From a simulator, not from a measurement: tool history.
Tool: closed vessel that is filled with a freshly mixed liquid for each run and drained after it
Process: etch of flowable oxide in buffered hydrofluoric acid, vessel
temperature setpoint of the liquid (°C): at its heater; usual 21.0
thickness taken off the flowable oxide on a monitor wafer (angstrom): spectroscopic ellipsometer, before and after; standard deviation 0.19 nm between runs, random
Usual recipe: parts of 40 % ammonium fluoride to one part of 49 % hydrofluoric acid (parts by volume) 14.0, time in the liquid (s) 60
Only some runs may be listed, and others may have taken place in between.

| run | hour | temperature setpoint of the liquid (°C) | parts of 40 % ammonium fluoride to one part of 49 % hydrofluoric acid (parts by volume) | time in the liquid (s) | wafers since the last listed run | hours since the thermometer was replaced | hours since the hydrofluoric acid flow meter was replaced | hours since the gauge calibration | read-back film thickness of the flowable oxide reference wafer, read on the same gauge (nm) | thickness taken off the flowable oxide on a monitor wafer (angstrom) |
|---|---|---|---|---|---|---|---|---|---|---|
| 1 | 0.0 | 21.0 | 14.0 | 60 | 0 | 3067.5 | 1220.5 | 79.9 | 70.03 | 544.0 |
| 2 | 8.7 | 21.0 | 14.0 | 60 | 1128 | 3076.2 | 1229.2 | 88.6 | 70.00 | 540.5 |
| 3 | 16.2 | 21.0 | 14.0 | 60 | 972 | 3083.7 | 1236.7 | 96.1 | 69.99 | 538.0 |
| 4 | 27.4 | 21.0 | 11.5 | 60 | 1452 | 3094.9 | 1247.9 | 107.3 | 69.97 | 649.7 |
| 5 | 36.0 | 21.0 | 11.5 | 60 | 1115 | 3103.5 | 1256.5 | 115.9 | 70.02 | 653.5 |
| 6 | 50.2 | 22.5 | 14.0 | 85 | 1841 | 3117.7 | 1270.7 | 130.1 | 70.01 | 832.9 |
| 7 | 62.0 | 22.5 | 14.0 | 85 | 1530 | 3129.5 | 1282.5 | 141.9 | 70.02 | 827.4 |
| 8 | 68.9 | 18.5 | 14.0 | 60 | 894 | 3136.4 | 1289.4 | 148.8 | 69.98 | 462.5 |
| 9 | 77.5 | 21.0 | 14.0 | 60 | 1115 | 3145.0 | 1298.0 | 157.4 | 69.98 | 533.3 |
| 10 | 90.1 | 21.0 | 14.0 | 60 | 1634 | 3157.6 | 1310.6 | 170.0 | 70.02 | 533.7 |
|  | 104.7 | thermometer replaced |
| 11 | 107.5 | 21.0 | 14.0 | 60 | 2127 | 2.8 | 1328.0 | 187.4 | 70.01 | 612.2 |
| 12 | 124.3 | 21.0 | 14.0 | 60 | 2179 | 19.6 | 1344.8 | 204.2 | 70.04 | 611.0 |
|  | 126.1 | hydrofluoric acid flow meter replaced |
| 13 | 132.3 | 17.0 | 10.5 | 85 | 907 | 27.6 | 6.2 | 212.2 | 70.03 | 1067.1 |
|  | 165.3 | gauge calibrated |
| 14 | 177.0 | 18.5 | 14.0 | 60 | 5797 | 72.3 | 50.9 | 11.7 | 70.02 | 616.1 |
| 15 | 190.7 | 18.5 | 14.0 | 60 | 1776 | 86.0 | 64.6 | 25.4 | 69.98 | 612.2 |
| 16 | 198.2 | 18.0 | 9.5 | 30 | 972 | 93.5 | 72.1 | 32.9 | 69.99 | 429.6 |
| 17 | 210.4 | 21.0 | 16.0 | 30 | 1582 | 105.7 | 84.3 | 45.1 | 69.96 | 307.4 |
| 18 | 221.8 | 22.5 | 12.0 | 35 | 1478 | 117.1 | 95.7 | 56.5 | 69.98 | 519.5 |
| 19 | 236.7 | 24.5 | 12.0 | 30 | 1932 | 132.0 | 110.6 | 71.4 | 70.00 | 495.2 |
| 20 | 243.1 | 21.0 | 14.0 | 40 | 830 | 138.4 | 117.0 | 77.8 | 70.02 | 465.3 |
| 21 | 252.4 | 24.0 | 14.0 | 60 | 1206 | 147.7 | 126.3 | 87.1 | 69.99 | 824.7 |
| 22 | 261.5 | 17.0 | 19.0 | 80 | 1180 | 156.8 | 135.4 | 96.2 | 70.01 | 548.6 |
| 23 | 268.1 | 19.5 | 9.5 | 80 | 856 | 163.4 | 142.0 | 102.8 | 69.99 | 1236.9 |
| 24 | 279.5 | 21.0 | 14.0 | 60 | 1478 | 174.8 | 153.4 | 114.2 | 69.99 | 694.7 |

Below are 4 alternative next runs, each starting from the tool's condition after run 24. Predict each:
| A | 280.2 | 17.0 | 14.0 | 60 | 90 | 175.5 | 154.1 | 114.9 | ? | ? |
| B | 280.2 | 17.0 | 9.5 | 60 | 90 | 175.5 | 154.1 | 114.9 | ? | ? |
| C | 280.2 | 21.0 | 10.5 | 70 | 90 | 175.5 | 154.1 | 114.9 | ? | ? |
| D | 280.2 | 25.0 | 14.0 | 75 | 90 | 175.5 | 154.1 | 114.9 | ? | ? |

| run | read-back film thickness of the flowable oxide reference wafer, read on the same gauge (nm) | thickness taken off the flowable oxide on a monitor wafer (angstrom) |
|---|---|---|
| A | 69.99 | 554.1 |
| B | 69.99 | 801.8 |
| C | 69.99 | 1074.6 |
| D | 69.99 | 1083.2 |
With no hidden state in the tool, these same runs would have given:
| run | thickness taken off the flowable oxide on a monitor wafer (angstrom) |
|---|---|
| A | 584.0 |
| B | 838.3 |
| C | 1131.3 |
| D | 1139.7 |

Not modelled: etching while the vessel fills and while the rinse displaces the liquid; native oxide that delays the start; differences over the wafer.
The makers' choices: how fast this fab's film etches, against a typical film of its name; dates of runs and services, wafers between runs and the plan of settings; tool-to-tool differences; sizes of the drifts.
